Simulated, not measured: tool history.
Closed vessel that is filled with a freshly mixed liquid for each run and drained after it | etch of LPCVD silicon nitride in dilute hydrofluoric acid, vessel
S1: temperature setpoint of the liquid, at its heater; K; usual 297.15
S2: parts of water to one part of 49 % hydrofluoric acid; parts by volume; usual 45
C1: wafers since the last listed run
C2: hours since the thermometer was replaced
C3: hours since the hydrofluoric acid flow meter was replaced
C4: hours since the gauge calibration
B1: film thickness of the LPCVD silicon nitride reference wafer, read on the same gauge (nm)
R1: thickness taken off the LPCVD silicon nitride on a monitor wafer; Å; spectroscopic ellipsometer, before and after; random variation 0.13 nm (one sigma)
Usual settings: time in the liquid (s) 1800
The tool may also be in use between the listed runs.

Run 1, hour 0: usual settings but time in the liquid (s) 2385; C1 0; C2 677.3; C3 85.1; C4 383.8; B1 119.99. Result: R1 266 Å.
Run 2, hour 26.9: usual settings; C1 1312; C2 704.2; C3 112; C4 410.7; B1 119.99. Result: R1 201.9 Å.
Run 3, hour 62.7: usual settings but time in the liquid (s) 1485; C1 1746; C2 740; C3 147.8; C4 446.5; B1 120. Result: R1 164 Å.
Run 4, hour 79: usual settings but time in the liquid (s) 1485; C1 795; C2 756.3; C3 164.1; C4 462.8; B1 120.02. Result: R1 164.9 Å.
Run 5, hour 93.6: usual settings; C1 712; C2 770.9; C3 178.7; C4 477.4; B1 120. Result: R1 203 Å.
Run 6, hour 119.6: usual settings; C1 1268; C2 796.9; C3 204.7; C4 503.4; B1 120. Result: R1 202.7 Å.
Run 7, hour 137.5: usual settings; C1 873; C2 814.8; C3 222.6; C4 521.3; B1 119.97. Result: R1 201 Å.
Run 8, hour 170: usual settings; C1 1585; C2 847.3; C3 255.1; C4 553.8; B1 119.99. Result: R1 201.1 Å.
Run 9, hour 188.8: usual settings; C1 917; C2 866.1; C3 273.9; C4 572.6; B1 120. Result: R1 199.7 Å.
Run 10, hour 204.3: usual settings; C1 756; C2 881.6; C3 289.4; C4 588.1; B1 120.03. Result: R1 200.9 Å.
Run 11, hour 237.6: usual settings but time in the liquid (s) 2790; C1 1624; C2 914.9; C3 322.7; C4 621.4; B1 120. Result: R1 313 Å.
At hour 289.5: hydrofluoric acid flow meter replaced.
Run 12, hour 322.4: usual settings; C1 4087; C2 999.7; C3 32.9; C4 706.2; B1 120. Result: R1 201.3 Å.
At hour 346.2: gauge calibrated.
Run 13, hour 357.2: usual settings but S1 295.15 K, time in the liquid (s) 2435; C1 1697; C2 1034.5; C3 67.7; C4 11; B1 120. Result: R1 233 Å.
Run 14, hour 379.5: usual settings but S1 301.15 K, S2 60 parts by volume; C1 1087; C2 1056.8; C3 90; C4 33.3; B1 120.01. Result: R1 195.8 Å.
Run 15, hour 411.1: usual settings but S1 301.15 K, time in the liquid (s) 1205; C1 1541; C2 1088.4; C3 121.6; C4 64.9; B1 120. Result: R1 172.5 Å.
At hour 424.7: thermometer replaced.
Run 16, hour 500.9: usual settings but S1 299.15 K; C1 4331; C2 76.2; C3 211.4; C4 154.7; B1 119.99. Result: R1 231.3 Å.
Run 17, hour 519.2: usual settings but S1 300.15 K, time in the liquid (s) 2710; C1 892; C2 94.5; C3 229.7; C4 173; B1 120. Result: R1 369.3 Å.
Run 18, hour 533.1: usual settings; C1 678; C2 108.4; C3 243.6; C4 186.9; B1 119.99. Result: R1 200.4 Å.
Run 19, hour 592.4: usual settings but S1 295.15 K, S2 60 parts by volume, time in the liquid (s) 1150; C1 2892; C2 167.7; C3 302.9; C4 246.2; B1 120.01. Result: R1 84.4 Å.
Run 20, hour 612.3: usual settings but S2 50 parts by volume; C1 970; C2 187.6; C3 322.8; C4 266.1; B1 119.99. Result: R1 180 Å.

The tool's hidden state at each run:
liquid colder than its thermometer reads (K): 0 in every run
hydrofluoric acid flow below the setpoint (%): 0 in every run
gauge reads high (%): 0 in every run
